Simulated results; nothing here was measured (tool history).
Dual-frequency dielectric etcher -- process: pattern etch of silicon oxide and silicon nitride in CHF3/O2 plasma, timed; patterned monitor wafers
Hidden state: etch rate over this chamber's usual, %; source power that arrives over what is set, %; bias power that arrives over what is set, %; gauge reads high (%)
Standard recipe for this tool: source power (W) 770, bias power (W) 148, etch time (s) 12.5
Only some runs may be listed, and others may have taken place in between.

run     day  source power (W)  bias power (W)  etch time (s)  wafers since the last listed run  hours since the last wet clean  hours since the last source power generator calibration  hours since the last bias power generator calibration  hours since the last upper electrode change  hours since the gauge calibration  read-back reference wafer on the same gauge, depth_nm  mean etch depth across the wafer (nm)
  1   0.000               770             148           12.5                                 0                           278.7                                                   1978.3                                                 3149.2                                       2353.8                              387.9                                                  22.41                                  19.17
  2   1.258               770             148           12.5                               716                           308.9                                                   2008.5                                                 3179.4                                       2384.0                              418.1                                                  22.37                                  19.19
  3   2.496               770             148           12.5                               704                           338.6                                                   2038.2                                                 3209.1                                       2413.7                              447.8                                                  22.41                                  19.51
  4   3.288               770             148           12.5                               450                           357.6                                                   2057.2                                                 3228.1                                       2432.7                              466.8                                                  22.38                                  19.42
  5   4.475               770             148           12.5                               676                           386.1                                                   2085.7                                                 3256.6                                       2461.2                              495.3                                                  22.41                                  19.48
  6   5.442               770             148           12.5                               550                           409.3                                                   2108.9                                                 3279.8                                       2484.4                              518.5                                                  22.42                                  19.54
  7   6.921               770             148           12.5                               842                           444.8                                                   2144.4                                                 3315.3                                       2519.9                              554.0                                                  22.45                                  19.59
  8   7.762               770             170           12.5                               479                           465.0                                                   2164.6                                                 3335.5                                       2540.1                              574.2                                                  22.38                                  20.32
  9   9.221               770             133           12.5                               830                           500.0                                                   2199.6                                                 3370.5                                       2575.1                              609.2                                                  22.39                                  19.25
     10.925  -- source power generator calibrated
 10  11.683               770             133           12.5                              1306                           559.1                                                     18.2                                                 3429.6                                       2634.2                              668.3                                                  22.41                                  19.22
 11  12.879               770             133           12.5                               680                           587.8                                                     46.9                                                 3458.3                                       2662.9                              697.0                                                  22.40                                  19.45
     14.617  -- wet clean of the chamber
 12  14.638               770             148           12.5                               431                             0.5                                                     89.1                                                 3500.5                                       2705.1                              739.2                                                  22.42                                  20.42
 13  14.654               770             148           10.0                                 9                             0.9                                                     89.5                                                 3500.9                                       2705.5                              739.6                                                  22.42                                  16.15
 14  15.921               770             160           11.0                               721                            31.3                                                    119.9                                                 3531.3                                       2735.9                              770.0                                                  22.38                                  18.10
 15  16.717               650             148           12.5                               453                            50.4                                                    139.0                                                 3550.4                                       2755.0                              789.1                                                  22.39                                  18.36
 16  18.108               770             148           12.5                               792                            83.8                                                    172.4                                                 3583.8                                       2788.4                              822.5                                                  22.44                                  20.29
     19.750  -- upper electrode replaced
 17  19.771               770             122           15.0                               377                           123.7                                                    212.3                                                 3623.7                                          0.5                              862.4                                                  22.38                                  23.30
 18  20.458               920             159            9.5                               391                           140.2                                                    228.8                                                 3640.2                                         17.0                              878.9                                                  22.46                                  17.27
 19  21.000               660             165           12.5                               308                           153.2                                                    241.8                                                 3653.2                                         30.0                              891.9                                                  22.39                                  19.28
 20  21.942               770             148           12.5                               536                           175.8                                                    264.4                                                 3675.8                                         52.6                              914.5                                                  22.45                                  20.40
     23.267  -- wet clean of the chamber, repeated, since the last time left the tool worse
 21  23.438               910             164            9.0                               282                             4.1                                                    300.3                                                 3711.7                                         88.5                              950.4                                                  22.39                                  15.48
     24.171  -- gauge calibrated
 22  24.362               770             181           11.5                               526                            26.3                                                    322.5                                                 3733.9                                        110.7                                4.6                                                  22.40                                  18.57
     24.867  -- bias power generator calibrated
 23  25.300               640             122            9.0                               438                            48.8                                                    345.0                                                   10.4                                        133.2                               27.1                                                  22.43                                  11.96
 24  26.321               670             148           12.5                               581                            73.3                                                    369.5                                                   34.9                                        157.7                               51.6                                                  22.41                                  17.82
 25  27.562               770             161           12.5                               706                           103.1                                                    399.3                                                   64.7                                        187.5                               81.4                                                  22.45                                  19.52
 26  28.846               880             148           15.5                               730                           133.9                                                    430.1                                                   95.5                                        218.3                              112.2                                                  22.43                                  25.58
 27  30.158               770             116           12.5                               747                           165.4                                                    461.6                                                  127.0                                        249.8                              143.7                                                  22.37                                  18.53
 28  31.700               770             148           12.5                               877                           202.4                                                    498.6                                                  164.0                                        286.8                              180.7                                                  22.39                                  19.34
 29  33.104               820             148           12.5                               799                           236.1                                                    532.3                                                  197.7                                        320.5                              214.4                                                  22.39                                  20.16
 30  34.058               770             148           12.5                               543                           259.0                                                    555.2                                                  220.6                                        343.4                              237.3                                                  22.36                                  19.44

Hidden state, per run?
source power that arrives over what is set, %: 0 at every run
bias power that arrives over what is set, %: 0 at every run
gauge reads high (%): 0 at every run
H1: etch rate over this chamber's usual, %
run     H1
  1   1.51
  2   1.67
  3   1.83
  4   1.93
  5   2.08
  6   2.21
  7    2.4
  8   2.51
  9   2.69
 10   3.01
 11   3.16
 12   5.78
 13   5.78
 14   5.95
 15   6.05
 16   6.23
 17   6.44
 18   6.53
 19    6.6
 20   6.72
 21  0.506
 22  0.625
 23  0.745
 24  0.876
 25   1.04
 26    1.2
 27   1.37
 28   1.57
 29   1.75
 30   1.87
